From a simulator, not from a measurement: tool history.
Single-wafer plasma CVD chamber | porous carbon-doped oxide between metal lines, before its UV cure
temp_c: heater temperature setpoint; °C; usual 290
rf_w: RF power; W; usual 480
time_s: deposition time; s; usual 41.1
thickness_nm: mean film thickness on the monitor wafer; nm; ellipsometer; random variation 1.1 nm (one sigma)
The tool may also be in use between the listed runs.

run,hour,temp_c,rf_w,time_s,wafers since the last listed run,hours since the last thermocouple change,hours since the last RF generator calibration,hours since the showerhead was replaced,hours since the gauge calibration,"read-back reference wafer on the same gauge, thickness_nm",thickness_nm
1,0.0,290,480,41.1,0,429.5,833.9,7312.4,648.1,193.215,217.242
2,25.6,290,480,41.1,762,455.1,859.5,7338.0,673.7,193.070,217.768
3,90.3,285,480,41.1,1926,519.8,924.2,7402.7,738.4,193.065,224.153
4,139.4,285,480,41.1,1462,568.9,973.3,7451.8,787.5,192.879,223.944
5,165.7,278,480,41.1,783,595.2,999.6,7478.1,813.8,192.941,233.865
6,219.9,278,480,41.1,1614,649.4,1053.8,7532.3,868.0,192.995,236.035
7,282.8,278,480,41.1,1873,712.3,1116.7,7595.2,930.9,192.943,234.051
# hour 352.0: gauge calibrated
8,353.2,290,480,41.1,2096,782.7,1187.1,7665.6,1.2,193.079,221.074
9,407.8,290,480,41.1,1625,837.3,1241.7,7720.2,55.8,192.953,221.536
10,442.4,290,480,41.1,1030,871.9,1276.3,7754.8,90.4,192.974,221.693
11,471.6,290,480,38.5,869,901.1,1305.5,7784.0,119.6,193.023,209.971
12,542.0,290,420,41.1,2096,971.5,1375.9,7854.4,190.0,193.062,199.030
# hour 569.8: RF generator calibrated
# hour 581.8: thermocouple changed; heater temperature recalibrated
13,603.1,283,425,34.1,1343,21.3,33.3,7915.5,251.1,192.932,170.526
14,628.4,290,480,41.1,753,46.6,58.6,7940.8,276.4,192.945,216.831
15,652.5,290,515,44.4,717,70.7,82.7,7964.9,300.5,193.020,248.209
16,703.2,290,480,47.6,1509,121.4,133.4,8015.6,351.2,192.995,251.614
17,731.2,296,445,41.1,833,149.4,161.4,8043.6,379.2,192.935,196.814
# hour 747.9: showerhead replaced
18,781.7,303,480,41.1,1265,199.9,211.9,33.8,429.7,193.092,203.437
19,844.3,301,540,48.2,1864,262.5,274.5,96.4,492.3,193.184,262.239
20,890.2,290,480,41.1,1366,308.4,320.4,142.3,538.2,192.864,216.055
21,938.6,300,520,41.1,1441,356.8,368.8,190.7,586.6,193.014,219.448

The same runs without the tool's hidden state, with the same run-to-run variation:
The hidden state here: wafer temperature above the value expected at the setpoint (K); delivered RF power above the setpoint (%); gauge reads high (%).
run,thickness_nm
1,215.738
2,216.091
3,221.905
4,221.281
5,230.742
6,232.312
7,229.640
8,216.295
9,216.077
10,215.783
11,204.002
12,192.478
13,170.462
14,216.738
15,248.079
16,251.397
17,196.601
18,203.114
19,261.563
20,215.270
21,218.461
